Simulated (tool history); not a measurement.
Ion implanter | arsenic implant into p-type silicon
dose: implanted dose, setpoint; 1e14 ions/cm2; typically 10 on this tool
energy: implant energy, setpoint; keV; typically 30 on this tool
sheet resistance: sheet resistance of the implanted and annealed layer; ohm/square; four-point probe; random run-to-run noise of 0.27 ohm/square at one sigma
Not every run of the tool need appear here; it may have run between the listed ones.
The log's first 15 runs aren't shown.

run,hour,dose,energy,"read-back reference wafer on the same gauge, sheet resistance",sheet resistance
16,491.8,12.94,39,106.13,98.54
17,506.5,8.34,23,106.06,144.25
# hour 538.7: gauge calibrated
18,541.6,10,30,105.91,121.39
19,560.1,10,30,105.97,121.83
# hour 582.8: Faraday cup replaced and dose calibrated, repeated, since the last time left the tool worse
20,584.2,7.4,30,105.91,143.67
21,598.4,10,30,105.9,116.3
22,615.1,10.75,33,105.98,109.77
23,644.4,11.23,40,105.95,102.64
24,662.9,9.24,39,105.92,117.44
25,677.7,8.85,35,106.03,123.09
26,707.6,9.1,23,106,130.57
27,738,11.02,27,106,112.34
28,752.5,7.76,40.5,105.92,131.98
29,776.8,10,30,105.89,116.36
30,810.2,7.81,40,106.02,131.97
31,835.5,10,30,106.01,116.87

Each row is a separate what-if for the run after 31, all from the same tool condition, not one after another. Results?
A,835.9,10,30,?,?
B,835.9,11.02,36,?,?
C,835.9,12.37,37.5,?,?
D,835.9,11.33,37,?,?

run,"read-back reference wafer on the same gauge, sheet resistance",sheet resistance
A,106,116.73
B,106,105.99
C,106,98.07
D,106,103.62
With the hidden condition removed and each run's random variation left untouched, the same runs would have given:
run,sheet resistance
A,116.39
B,105.69
C,97.81
D,103.33
